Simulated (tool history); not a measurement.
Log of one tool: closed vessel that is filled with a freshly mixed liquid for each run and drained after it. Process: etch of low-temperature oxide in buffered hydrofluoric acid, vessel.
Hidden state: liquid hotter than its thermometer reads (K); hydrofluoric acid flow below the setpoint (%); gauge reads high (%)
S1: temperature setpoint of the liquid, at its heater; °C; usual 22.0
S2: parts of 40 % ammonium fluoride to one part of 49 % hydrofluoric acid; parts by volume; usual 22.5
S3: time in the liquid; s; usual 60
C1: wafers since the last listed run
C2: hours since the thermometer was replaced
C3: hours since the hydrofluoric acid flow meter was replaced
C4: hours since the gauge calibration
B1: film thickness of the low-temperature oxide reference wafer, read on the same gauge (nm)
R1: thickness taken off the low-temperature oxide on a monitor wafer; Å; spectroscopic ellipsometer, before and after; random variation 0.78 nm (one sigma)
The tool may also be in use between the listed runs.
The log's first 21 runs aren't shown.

run     day    S1    S2  S3     C1     C2      C3      C4     B1      R1
 22  62.833  25.0  22.5  60   6815  100.6  2483.4   379.4  60.03  1753.0
 23  65.038  17.5  14.0  45   5843  153.5  2536.3   432.3  60.02  1305.6
     68.446  -- hydrofluoric acid flow meter replaced
 24  74.092  22.0  22.5  60  23892  370.8   135.5   649.6  59.96  1574.8
 25  76.912  20.5  26.5  60   7478  438.5   203.2   717.3  60.00  1285.7
 26  79.079  20.0  22.5  40   5743  490.5   255.2   769.3  60.02   931.5
 27  81.067  22.0  22.5  60   5268  538.2   302.9   817.0  59.98  1557.1
 28  84.962  17.0  22.5  30  10327  631.7   396.4   910.5  59.99   588.4
 29  87.729  19.0  25.0  50   7334  698.1   462.8   976.9  60.02  1019.2
 30  91.858  20.5  22.5  60  10946  797.2   561.9  1076.0  59.99  1429.7
 31  94.571  24.0  28.5  35   7190  862.3   627.0  1141.1  59.99   862.5
 32  98.512  22.0  22.5  60  10449  956.9   721.6  1235.7  60.00  1568.3

3 ways to go on from here, each from the tool as it stands after run 32. What would each give?
  A  98.542  26.5  22.5  60  77  957.6  722.3  1236.4   ?   ?
  B  98.542  22.0  22.5  90  77  957.6  722.3  1236.4   ?   ?
  C  98.542  22.0  22.5  80  77  957.6  722.3  1236.4   ?   ?

run     B1      R1
  A  59.99  1995.2
  B  59.99  2340.4
  C  59.99  2080.4
Without the tool's hidden state the same runs would have given:
run      R1
  A  2005.2
  B  2351.2
  C  2089.9

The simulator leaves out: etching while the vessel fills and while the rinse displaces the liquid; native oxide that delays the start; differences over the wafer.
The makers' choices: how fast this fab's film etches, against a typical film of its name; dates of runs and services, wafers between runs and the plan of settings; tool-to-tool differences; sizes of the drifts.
